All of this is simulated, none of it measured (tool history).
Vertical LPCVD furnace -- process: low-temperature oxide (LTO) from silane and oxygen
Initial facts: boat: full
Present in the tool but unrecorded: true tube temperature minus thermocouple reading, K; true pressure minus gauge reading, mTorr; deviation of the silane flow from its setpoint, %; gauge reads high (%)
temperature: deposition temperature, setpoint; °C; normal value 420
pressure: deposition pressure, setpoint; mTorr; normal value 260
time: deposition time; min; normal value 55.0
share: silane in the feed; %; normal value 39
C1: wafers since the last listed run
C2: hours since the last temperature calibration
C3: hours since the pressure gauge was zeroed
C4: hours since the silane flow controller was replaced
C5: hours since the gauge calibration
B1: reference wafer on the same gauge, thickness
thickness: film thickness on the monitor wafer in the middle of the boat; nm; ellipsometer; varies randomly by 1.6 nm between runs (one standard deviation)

{"run": 1, "day": 0.0, "temperature": 420, "pressure": 260, "time": 55.0, "share": 39, "C1": 0, "C2": 2765.4, "C3": 1795.0, "C4": 1621.0, "C5": 174.5, "B1": 657.2, "thickness": 801.56}
{"run": 2, "day": 0.446, "temperature": 420, "pressure": 260, "time": 55.0, "share": 39, "C1": 187, "C2": 2776.1, "C3": 1805.7, "C4": 1631.7, "C5": 185.2, "B1": 656.8, "thickness": 797.43}
{"run": 3, "day": 2.692, "temperature": 424, "pressure": 260, "time": 55.0, "share": 39, "C1": 942, "C2": 2830.0, "C3": 1859.6, "C4": 1685.6, "C5": 239.1, "B1": 656.98, "thickness": 833.0}
{"run": 4, "day": 4.879, "temperature": 424, "pressure": 260, "time": 55.0, "share": 39, "C1": 918, "C2": 2882.5, "C3": 1912.1, "C4": 1738.1, "C5": 291.6, "B1": 656.86, "thickness": 833.49}
{"run": 5, "day": 5.567, "temperature": 424, "pressure": 260, "time": 55.0, "share": 39, "C1": 288, "C2": 2899.0, "C3": 1928.6, "C4": 1754.6, "C5": 308.1, "B1": 656.72, "thickness": 830.12}
{"run": 6, "day": 6.3, "temperature": 420, "pressure": 260, "time": 55.0, "share": 39, "C1": 307, "C2": 2916.6, "C3": 1946.2, "C4": 1772.2, "C5": 325.7, "B1": 656.89, "thickness": 796.79}
{"day": 7.675, "done": "thermocouples replaced and temperature profile calibrated"}
{"run": 7, "day": 7.696, "temperature": 420, "pressure": 260, "time": 66.0, "share": 39, "C1": 166, "C2": 0.5, "C3": 1979.7, "C4": 1805.7, "C5": 359.2, "B1": 656.73, "thickness": 958.93}
{"run": 8, "day": 7.883, "temperature": 420, "pressure": 260, "time": 66.0, "share": 39, "C1": 78, "C2": 5.0, "C3": 1984.2, "C4": 1810.2, "C5": 363.7, "B1": 657.12, "thickness": 960.44}
{"run": 9, "day": 8.075, "temperature": 420, "pressure": 260, "time": 55.0, "share": 39, "C1": 80, "C2": 9.6, "C3": 1988.8, "C4": 1814.8, "C5": 368.3, "B1": 657.15, "thickness": 798.48}
{"run": 10, "day": 8.396, "temperature": 420, "pressure": 260, "time": 55.0, "share": 39, "C1": 134, "C2": 17.3, "C3": 1996.5, "C4": 1822.5, "C5": 376.0, "B1": 657.18, "thickness": 797.06}
{"run": 11, "day": 8.838, "temperature": 420, "pressure": 260, "time": 62.5, "share": 39, "C1": 185, "C2": 27.9, "C3": 2007.1, "C4": 1833.1, "C5": 386.6, "B1": 657.01, "thickness": 911.88}
{"run": 12, "day": 9.575, "temperature": 420, "pressure": 260, "time": 55.0, "share": 39, "C1": 309, "C2": 45.6, "C3": 2024.8, "C4": 1850.8, "C5": 404.3, "B1": 657.14, "thickness": 800.26}
{"day": 10.271, "done": "gauge calibrated"}
{"day": 10.929, "done": "silane flow controller replaced"}
{"day": 11.562, "done": "pressure gauge zeroed"}
{"run": 13, "day": 11.583, "temperature": 420, "pressure": 260, "time": 55.0, "share": 39, "C1": 157, "C2": 93.8, "C3": 0.5, "C4": 15.7, "C5": 31.5, "B1": 657.02, "thickness": 770.78}
{"run": 14, "day": 11.771, "temperature": 420, "pressure": 260, "time": 55.0, "share": 39, "C1": 78, "C2": 98.3, "C3": 5.0, "C4": 20.2, "C5": 36.0, "B1": 657.07, "thickness": 767.51}
{"run": 15, "day": 11.962, "temperature": 420, "pressure": 220, "time": 55.0, "share": 39, "C1": 80, "C2": 102.9, "C3": 9.6, "C4": 24.8, "C5": 40.6, "B1": 657.08, "thickness": 648.2}
{"run": 16, "day": 12.4, "temperature": 420, "pressure": 260, "time": 66.0, "share": 39, "C1": 183, "C2": 113.4, "C3": 20.1, "C4": 35.3, "C5": 51.1, "B1": 656.99, "thickness": 923.08}
{"run": 17, "day": 13.292, "temperature": 429, "pressure": 210, "time": 69.5, "share": 39, "C1": 374, "C2": 134.8, "C3": 41.5, "C4": 56.7, "C5": 72.5, "B1": 656.98, "thickness": 861.34}
{"run": 18, "day": 13.6, "temperature": 409, "pressure": 260, "time": 41.0, "share": 34, "C1": 129, "C2": 142.2, "C3": 48.9, "C4": 64.1, "C5": 79.9, "B1": 656.99, "thickness": 428.81}
{"run": 19, "day": 14.104, "temperature": 420, "pressure": 260, "time": 55.0, "share": 39, "C1": 211, "C2": 154.3, "C3": 61.0, "C4": 76.2, "C5": 92.0, "B1": 656.91, "thickness": 767.74}
{"run": 20, "day": 14.871, "temperature": 420, "pressure": 315, "time": 55.0, "share": 39, "C1": 321, "C2": 172.7, "C3": 79.4, "C4": 94.6, "C5": 110.4, "B1": 656.75, "thickness": 931.9}
{"run": 21, "day": 15.288, "temperature": 420, "pressure": 295, "time": 55.0, "share": 39, "C1": 174, "C2": 182.7, "C3": 89.4, "C4": 104.6, "C5": 120.4, "B1": 656.88, "thickness": 873.44}
{"run": 22, "day": 15.683, "temperature": 420, "pressure": 260, "time": 55.0, "share": 39, "C1": 166, "C2": 192.2, "C3": 98.9, "C4": 114.1, "C5": 129.9, "B1": 657.23, "thickness": 768.98}
{"run": 23, "day": 16.275, "temperature": 420, "pressure": 260, "time": 55.0, "share": 39, "C1": 248, "C2": 206.4, "C3": 113.1, "C4": 128.3, "C5": 144.1, "B1": 657.08, "thickness": 770.98}
{"run": 24, "day": 16.9, "temperature": 420, "pressure": 260, "time": 55.0, "share": 39, "C1": 262, "C2": 221.4, "C3": 128.1, "C4": 143.3, "C5": 159.1, "B1": 656.87, "thickness": 770.14}
{"run": 25, "day": 17.621, "temperature": 427, "pressure": 260, "time": 38.0, "share": 34, "C1": 302, "C2": 238.7, "C3": 145.4, "C4": 160.6, "C5": 176.4, "B1": 657.19, "thickness": 485.07}
{"run": 26, "day": 18.296, "temperature": 420, "pressure": 235, "time": 55.0, "share": 39, "C1": 283, "C2": 254.9, "C3": 161.6, "C4": 176.8, "C5": 192.6, "B1": 656.94, "thickness": 695.64}
{"run": 27, "day": 18.621, "temperature": 420, "pressure": 260, "time": 55.0, "share": 42, "C1": 136, "C2": 262.7, "C3": 169.4, "C4": 184.6, "C5": 200.4, "B1": 657.03, "thickness": 834.95}
{"run": 28, "day": 19.025, "temperature": 417, "pressure": 260, "time": 55.0, "share": 39, "C1": 169, "C2": 272.4, "C3": 179.1, "C4": 194.3, "C5": 210.1, "B1": 656.7, "thickness": 744.43}
{"run": 29, "day": 19.371, "temperature": 420, "pressure": 260, "time": 55.0, "share": 39, "C1": 145, "C2": 280.7, "C3": 187.4, "C4": 202.6, "C5": 218.4, "B1": 656.84, "thickness": 773.23}

Below are 4 alternative next runs, each starting from the tool's condition after run 29. Predict each:
{"run": "A", "day": 19.562, "temperature": 420, "pressure": 260, "time": 55.0, "share": 39, "C1": 80, "C2": 285.3, "C3": 192.0, "C4": 207.2, "C5": 223.0, "B1": "?", "thickness": "?"}
{"run": "B", "day": 19.562, "temperature": 420, "pressure": 285, "time": 55.0, "share": 42, "C1": 80, "C2": 285.3, "C3": 192.0, "C4": 207.2, "C5": 223.0, "B1": "?", "thickness": "?"}
{"run": "C", "day": 19.562, "temperature": 417, "pressure": 220, "time": 55.0, "share": 39, "C1": 80, "C2": 285.3, "C3": 192.0, "C4": 207.2, "C5": 223.0, "B1": "?", "thickness": "?"}
{"run": "D", "day": 19.562, "temperature": 420, "pressure": 240, "time": 73.5, "share": 39, "C1": 80, "C2": 285.3, "C3": 192.0, "C4": 207.2, "C5": 223.0, "B1": "?", "thickness": "?"}

run=A B1=657.23 thickness=769.34
run=B B1=657.23 thickness=915.35
run=C B1=657.23 thickness=631.24
run=D B1=657.23 thickness=949.14
The same runs, with their run-to-run variation unchanged, on a tool lacking any hidden condition would have given:
run=A thickness=768.33
run=B thickness=914.25
run=C thickness=630.26
run=D thickness=947.79

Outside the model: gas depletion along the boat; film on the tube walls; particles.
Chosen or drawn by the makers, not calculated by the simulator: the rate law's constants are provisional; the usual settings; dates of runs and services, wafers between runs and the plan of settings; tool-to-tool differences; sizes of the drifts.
